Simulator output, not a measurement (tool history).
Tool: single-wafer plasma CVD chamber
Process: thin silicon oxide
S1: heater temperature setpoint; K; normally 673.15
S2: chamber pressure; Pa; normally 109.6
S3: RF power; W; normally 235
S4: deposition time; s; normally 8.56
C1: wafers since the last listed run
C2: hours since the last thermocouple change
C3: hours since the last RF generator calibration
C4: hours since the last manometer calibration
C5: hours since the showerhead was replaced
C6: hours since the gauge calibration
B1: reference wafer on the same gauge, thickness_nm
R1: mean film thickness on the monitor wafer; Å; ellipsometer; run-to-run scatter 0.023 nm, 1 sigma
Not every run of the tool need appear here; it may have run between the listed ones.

run,day,S1,S2,S3,S4,C1,C2,C3,C4,C5,C6,B1,R1
1,0.000,673.15,109.6,235,8.56,0,1095.3,1938.4,1264.0,6680.6,52.9,16.902,140.89
2,1.433,673.15,109.6,235,8.56,1022,1129.7,1972.8,1298.4,6715.0,87.3,16.903,140.82
3,2.779,673.15,109.6,235,8.56,960,1162.0,2005.1,1330.7,6747.3,119.6,16.898,140.46
4,3.400,673.15,109.6,225,8.56,442,1176.9,2020.0,1345.6,6762.2,134.5,16.904,137.63
5,4.467,673.15,109.6,225,8.56,761,1202.5,2045.6,1371.2,6787.8,160.1,16.902,136.80
6,5.254,673.15,109.6,235,8.56,561,1221.4,2064.5,1390.1,6806.7,179.0,16.900,139.93
7,6.550,673.15,109.6,235,8.56,924,1252.5,2095.6,1421.2,6837.8,210.1,16.902,139.86
# day 6.650: gauge calibrated
# day 7.183: showerhead replaced
8,7.721,673.15,109.6,235,8.56,597,1280.6,2123.7,1449.3,12.9,25.7,16.899,139.71
# day 8.133: thermocouple changed; heater temperature recalibrated
9,8.829,673.15,134.3,210,9.44,552,16.7,2150.3,1475.9,39.5,52.3,16.898,175.43
# day 9.488: RF generator calibrated
# day 10.450: capacitance manometer re-zeroed and calibrated
10,10.471,663.15,109.6,235,7.37,695,56.1,23.6,0.5,78.9,91.7,16.900,129.81
11,11.346,685.15,109.6,270,9.85,624,77.1,44.6,21.5,99.9,112.7,16.898,182.24
12,12.054,687.15,109.6,235,8.56,505,94.1,61.6,38.5,116.9,129.7,16.904,148.72
13,12.721,673.15,109.6,235,8.56,475,110.1,77.6,54.5,132.9,145.7,16.898,149.96
14,13.342,673.15,109.6,235,8.56,442,125.0,92.5,69.4,147.8,160.6,16.899,150.13
15,14.762,673.15,126.7,260,9.95,1013,159.1,126.6,103.5,181.9,194.7,16.899,207.80

Alternative continuations, all from the tool just after run 15; predict every row:
A,14.779,682.15,109.6,235,8.56,11,159.5,127.0,103.9,182.3,195.1,?,?
B,14.779,673.15,116.8,235,10.12,11,159.5,127.0,103.9,182.3,195.1,?,?
C,14.779,673.15,84.7,260,8.11,11,159.5,127.0,103.9,182.3,195.1,?,?
D,14.779,686.15,101.9,235,9.29,11,159.5,127.0,103.9,182.3,195.1,?,?
E,14.779,663.15,109.6,235,8.56,11,159.5,127.0,103.9,182.3,195.1,?,?

run,B1,R1
A,16.898,148.80
B,16.898,187.38
C,16.898,111.65
D,16.898,149.49
E,16.898,150.44
The same runs, with their run-to-run variation unchanged, on a tool lacking any hidden condition would have given:
run,R1
A,150.73
B,189.71
C,113.11
D,151.42
E,152.39

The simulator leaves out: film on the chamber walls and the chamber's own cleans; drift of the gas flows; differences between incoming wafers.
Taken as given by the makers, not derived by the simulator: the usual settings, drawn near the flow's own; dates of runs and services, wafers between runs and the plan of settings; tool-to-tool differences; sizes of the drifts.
